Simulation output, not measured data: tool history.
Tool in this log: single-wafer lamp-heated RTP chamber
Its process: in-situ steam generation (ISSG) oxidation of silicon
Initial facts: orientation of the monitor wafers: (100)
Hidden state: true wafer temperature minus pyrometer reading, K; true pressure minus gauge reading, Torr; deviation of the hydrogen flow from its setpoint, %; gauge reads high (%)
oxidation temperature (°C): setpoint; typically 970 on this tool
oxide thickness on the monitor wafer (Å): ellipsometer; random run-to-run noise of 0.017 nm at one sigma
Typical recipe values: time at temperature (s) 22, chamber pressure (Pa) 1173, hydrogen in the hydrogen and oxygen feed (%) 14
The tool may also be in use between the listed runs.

| run | hour | oxidation temperature (°C) | time at temperature (s) | chamber pressure (Pa) | hydrogen in the hydrogen and oxygen feed (%) | wafers since the last listed run | wafers since the last pyrometer calibration | hours since the pressure gauge was zeroed | hours since the hydrogen flow controller was replaced | hours since the gauge calibration | read-back reference wafer on the same gauge, thickness | oxide thickness on the monitor wafer (Å) |
|---|---|---|---|---|---|---|---|---|---|---|---|---|
| 1 | 0.0 | 964 | 22 | 1173 | 14 | 0 | 4327 | 3874.7 | 4223.2 | 188.1 | 5.180 | 44.66 |
| 2 | 42.3 | 964 | 22 | 1173 | 14 | 292 | 4620 | 3917.0 | 4265.5 | 230.4 | 5.183 | 44.51 |
|  | 129.2 | pyrometer window cleaned and pyrometer calibrated |
| 3 | 233.6 | 970 | 16 | 1173 | 14 | 1268 | 722 | 4108.3 | 4456.8 | 421.7 | 5.173 | 39.13 |
| 4 | 280.3 | 970 | 22 | 1173 | 14 | 323 | 1045 | 4155.0 | 4503.5 | 468.4 | 5.175 | 44.76 |
| 5 | 430.1 | 970 | 22 | 1173 | 14 | 1036 | 2082 | 4304.8 | 4653.3 | 618.2 | 5.184 | 44.59 |
| 6 | 492.6 | 970 | 22 | 1173 | 14 | 432 | 2514 | 4367.3 | 4715.8 | 680.7 | 5.171 | 45.01 |
| 7 | 522.1 | 970 | 22 | 1173 | 14 | 204 | 2719 | 4396.8 | 4745.3 | 710.2 | 5.175 | 44.90 |
| 8 | 553.5 | 970 | 22 | 1173 | 14 | 217 | 2936 | 4428.2 | 4776.7 | 741.6 | 5.175 | 45.16 |
| 9 | 615.5 | 970 | 22 | 1173 | 14 | 429 | 3365 | 4490.2 | 4838.7 | 803.6 | 5.175 | 45.10 |
| 10 | 675.2 | 970 | 22 | 1173 | 14 | 413 | 3778 | 4549.9 | 4898.4 | 863.3 | 5.185 | 45.06 |
| 11 | 731.2 | 970 | 22 | 1173 | 14 | 387 | 4166 | 4605.9 | 4954.4 | 919.3 | 5.185 | 45.61 |
| 12 | 801.2 | 970 | 22 | 1173 | 14 | 484 | 4650 | 4675.9 | 5024.4 | 989.3 | 5.189 | 45.75 |
| 13 | 832.7 | 970 | 22 | 1173 | 22 | 217 | 4868 | 4707.4 | 5055.9 | 1020.8 | 5.177 | 50.53 |
|  | 844.4 | pyrometer window cleaned and pyrometer calibrated |
| 14 | 862.1 | 970 | 22 | 1173 | 22 | 148 | 122 | 4736.8 | 5085.3 | 1050.2 | 5.182 | 49.22 |
| 15 | 958.4 | 990 | 22 | 1173 | 14 | 666 | 789 | 4833.1 | 5181.6 | 1146.5 | 5.182 | 47.84 |
| 16 | 995.2 | 970 | 22 | 1173 | 14 | 254 | 1043 | 4869.9 | 5218.4 | 1183.3 | 5.177 | 44.76 |
| 17 | 1025.6 | 959 | 29 | 1107 | 14 | 210 | 1254 | 4900.3 | 5248.8 | 1213.7 | 5.178 | 49.00 |
| 18 | 1090.8 | 970 | 22 | 1173 | 14 | 451 | 1705 | 4965.5 | 5314.0 | 1278.9 | 5.179 | 44.70 |
|  | 1100.8 | pressure gauge zeroed |
| 19 | 1154.8 | 979 | 22 | 1293 | 18 | 387 | 2092 | 54.0 | 5378.0 | 1342.9 | 5.171 | 48.47 |
| 20 | 1197.3 | 970 | 18 | 1173 | 14 | 294 | 2386 | 96.5 | 5420.5 | 1385.4 | 5.178 | 41.14 |
|  | 1207.5 | gauge calibrated |
|  | 1246.5 | hydrogen flow controller replaced |
| 21 | 1247.7 | 970 | 29 | 1173 | 14 | 293 | 2680 | 146.9 | 1.2 | 40.2 | 5.176 | 51.39 |
| 22 | 1303.2 | 970 | 22 | 1173 | 14 | 384 | 3064 | 202.4 | 56.7 | 95.7 | 5.186 | 45.09 |
| 23 | 1351.6 | 970 | 29 | 1347 | 14 | 334 | 3399 | 250.8 | 105.1 | 144.1 | 5.182 | 50.36 |
| 24 | 1396.1 | 982 | 26 | 1347 | 21 | 307 | 3707 | 295.3 | 149.6 | 188.6 | 5.174 | 54.32 |
| 25 | 1553.0 | 960 | 31 | 1173 | 11 | 1085 | 4793 | 452.2 | 306.5 | 345.5 | 5.176 | 49.40 |
|  | 1588.8 | pyrometer window cleaned and pyrometer calibrated |
| 26 | 1592.7 | 982 | 22 | 1173 | 14 | 219 | 26 | 491.9 | 346.2 | 385.2 | 5.181 | 46.75 |
| 27 | 1645.5 | 959 | 19 | 1173 | 19 | 365 | 392 | 544.7 | 399.0 | 438.0 | 5.179 | 43.28 |
| 28 | 1700.9 | 970 | 22 | 1173 | 11 | 383 | 775 | 600.1 | 454.4 | 493.4 | 5.173 | 42.16 |

What if the next run were any one of these 5? Each begins from the tool's condition after run 28:
| A | 1701.3 | 970 | 22 | 1173 | 14 | 2 | 778 | 600.5 | 454.8 | 493.8 | ? | ? |
| B | 1701.3 | 970 | 25 | 1173 | 14 | 2 | 778 | 600.5 | 454.8 | 493.8 | ? | ? |
| C | 1701.3 | 956 | 17 | 1347 | 11 | 2 | 778 | 600.5 | 454.8 | 493.8 | ? | ? |
| D | 1701.3 | 959 | 22 | 1253 | 14 | 2 | 778 | 600.5 | 454.8 | 493.8 | ? | ? |
| E | 1701.3 | 986 | 22 | 1093 | 11 | 2 | 778 | 600.5 | 454.8 | 493.8 | ? | ? |

| run | read-back reference wafer on the same gauge, thickness | oxide thickness on the monitor wafer (Å) |
|---|---|---|
| A | 5.184 | 44.94 |
| B | 5.184 | 47.65 |
| C | 5.184 | 36.05 |
| D | 5.184 | 43.09 |
| E | 5.184 | 45.40 |
Without the tool's unlogged condition, the same runs would have read:
| run | oxide thickness on the monitor wafer (Å) |
|---|---|
| A | 44.86 |
| B | 47.56 |
| C | 35.99 |
| D | 43.02 |
| E | 45.31 |
